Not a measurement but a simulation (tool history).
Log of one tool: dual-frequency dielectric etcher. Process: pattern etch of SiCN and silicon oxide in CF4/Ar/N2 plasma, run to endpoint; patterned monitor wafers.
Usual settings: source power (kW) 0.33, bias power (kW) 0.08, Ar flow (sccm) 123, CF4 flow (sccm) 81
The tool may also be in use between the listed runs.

| run | day | source power (kW) | bias power (kW) | Ar flow (sccm) | CF4 flow (sccm) | incoming incoming film thickness, nm | endpoint time (s) |
|---|---|---|---|---|---|---|---|
| 1 | 0 | 0.33 | 0.08 | 123 | 81 | 13.44 | 20.9 |
| 2 | 4.288 | 0.33 | 0.08 | 123 | 89 | 13.36 | 20.3 |
| 3 | 5.846 | 0.33 | 0.087 | 123 | 81 | 13.52 | 20.6 |
| 4 | 10.312 | 0.33 | 0.087 | 123 | 81 | 13.43 | 20.4 |
| 5 | 13.033 | 0.33 | 0.087 | 123 | 81 | 13.38 | 20.3 |
|  | 13.675 | CF4 flow controller replaced |
| 6 | 16.05 | 0.28 | 0.08 | 123 | 81 | 13.41 | 25 |
|  | 18.492 | wet clean of the chamber |
| 7 | 18.967 | 0.28 | 0.08 | 123 | 81 | 13.32 | 24.7 |
| 8 | 22.783 | 0.33 | 0.098 | 123 | 81 | 13.55 | 19.8 |
| 9 | 24.388 | 0.33 | 0.088 | 107 | 81 | 13.34 | 19.9 |
|  | 25.254 | Ar flow controller replaced |
|  | 25.621 | upper electrode replaced |
| 10 | 26.754 | 0.33 | 0.08 | 143 | 101 | 13.55 | 20.6 |
| 11 | 30.75 | 0.26 | 0.093 | 152 | 90 | 13.49 | 26.6 |
| 12 | 34.7 | 0.33 | 0.08 | 123 | 81 | 13.42 | 20.7 |
| 13 | 36.854 | 0.27 | 0.097 | 104 | 86 | 13.4 | 24 |
|  | 38.108 | source power generator calibrated |
| 14 | 39.05 | 0.33 | 0.08 | 123 | 81 | 13.51 | 21 |
|  | 42.375 | wet clean of the chamber |
| 15 | 42.396 | 0.33 | 0.08 | 123 | 81 | 13.23 | 20.4 |
| 16 | 44.938 | 0.29 | 0.08 | 133 | 69 | 13.48 | 24.7 |
| 17 | 48.754 | 0.33 | 0.08 | 123 | 72 | 13.31 | 20.9 |
| 18 | 50.904 | 0.36 | 0.08 | 152 | 81 | 13.5 | 19.5 |
| 19 | 54.896 | 0.31 | 0.08 | 148 | 81 | 13.4 | 22.6 |
| 20 | 57.846 | 0.33 | 0.08 | 123 | 81 | 13.42 | 20.9 |
|  | 60.992 | wet clean of the chamber |
| 21 | 61.538 | 0.26 | 0.062 | 142 | 72 | 13.38 | 30 |
| 22 | 63.692 | 0.33 | 0.08 | 123 | 81 | 13.32 | 21 |
| 23 | 66.479 | 0.33 | 0.08 | 123 | 81 | 13.51 | 21 |
| 24 | 68.8 | 0.39 | 0.087 | 123 | 81 | 13.5 | 17.3 |

4 ways to go on from here, each from the tool as it stands after run 24. What would each give?
| A | 68.817 | 0.33 | 0.065 | 123 | 81 | 13.44 | ? |
| B | 68.817 | 0.36 | 0.09 | 148 | 81 | 13.44 | ? |
| C | 68.817 | 0.38 | 0.08 | 123 | 81 | 13.44 | ? |
| D | 68.817 | 0.33 | 0.08 | 123 | 90 | 13.44 | ? |

| run | endpoint time (s) |
|---|---|
| A | 22 |
| B | 18.7 |
| C | 17.9 |
| D | 20.6 |
Without the tool's hidden state the same runs would have given:
| run | endpoint time (s) |
|---|---|
| A | 22 |
| B | 18.7 |
| C | 17.9 |
| D | 20.6 |

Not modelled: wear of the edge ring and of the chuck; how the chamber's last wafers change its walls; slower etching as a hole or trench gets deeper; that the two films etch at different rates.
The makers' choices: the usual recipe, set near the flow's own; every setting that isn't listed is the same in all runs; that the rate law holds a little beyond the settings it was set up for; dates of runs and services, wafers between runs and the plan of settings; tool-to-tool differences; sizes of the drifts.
